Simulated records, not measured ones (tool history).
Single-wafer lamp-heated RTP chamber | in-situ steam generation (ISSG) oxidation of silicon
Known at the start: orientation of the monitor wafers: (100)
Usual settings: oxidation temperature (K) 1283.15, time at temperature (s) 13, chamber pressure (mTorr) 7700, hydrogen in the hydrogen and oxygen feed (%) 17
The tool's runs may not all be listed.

| run | hour | oxidation temperature (K) | time at temperature (s) | chamber pressure (mTorr) | hydrogen in the hydrogen and oxygen feed (%) | read-back reference wafer on the same gauge, thickness | oxide thickness on the monitor wafer (angstrom) |
|---|---|---|---|---|---|---|---|
| 1 | 0 | 1283.15 | 13 | 7700 | 17 | 4.89 | 44.34 |
| 2 | 28.4 | 1283.15 | 13 | 7700 | 17 | 4.889 | 44.32 |
| 3 | 49.9 | 1283.15 | 13 | 7700 | 17 | 4.888 | 44.22 |
| 4 | 79.9 | 1283.15 | 13 | 7700 | 17 | 4.89 | 44.47 |
| 5 | 95.2 | 1283.15 | 13 | 7700 | 17 | 4.893 | 44.39 |
| 6 | 109.4 | 1283.15 | 13 | 7700 | 17 | 4.891 | 44.39 |
| 7 | 139.4 | 1283.15 | 13 | 7700 | 17 | 4.89 | 44.43 |
| 8 | 155.1 | 1283.15 | 13 | 7700 | 17 | 4.888 | 44.35 |
| 9 | 171.3 | 1283.15 | 13 | 7700 | 17 | 4.888 | 44.54 |
| 10 | 194.4 | 1283.15 | 13 | 7700 | 17 | 4.887 | 44.59 |
| 11 | 221.3 | 1283.15 | 13 | 7700 | 17 | 4.887 | 44.62 |
| 12 | 315 | 1283.15 | 13 | 7700 | 17 | 4.89 | 44.79 |
|  | 327.2 | pyrometer window cleaned and pyrometer calibrated |
| 13 | 364.8 | 1283.15 | 13 | 7700 | 17 | 4.89 | 44.15 |
| 14 | 382.3 | 1283.15 | 13 | 7700 | 17 | 4.893 | 44.13 |
|  | 384.9 | gauge calibrated |
| 15 | 412.7 | 1283.15 | 13 | 7700 | 17 | 4.889 | 44.37 |
| 16 | 433.7 | 1283.15 | 13 | 7700 | 17 | 4.891 | 44.2 |
| 17 | 466 | 1283.15 | 13 | 7700 | 17 | 4.894 | 44.3 |
| 18 | 485.5 | 1283.15 | 8 | 7700 | 17 | 4.887 | 35.89 |
| 19 | 506.8 | 1283.15 | 13 | 7700 | 17 | 4.892 | 44.39 |
| 20 | 523 | 1283.15 | 16 | 7700 | 13 | 4.89 | 45.89 |
| 21 | 535.2 | 1283.15 | 8 | 8300 | 17 | 4.892 | 35.86 |
| 22 | 550.7 | 1269.15 | 16 | 6900 | 20 | 4.887 | 47.73 |

Forecast run 23:
| 23 | 568.9 | 1283.15 | 17 | 7700 | 22 | ? | ? |

Run 23 gave read-back reference wafer on the same gauge, thickness 4.889, oxide thickness on the monitor wafer (angstrom) 53.6.
Without the tool's hidden state the same run would have given oxide thickness on the monitor wafer (angstrom) 53.45.
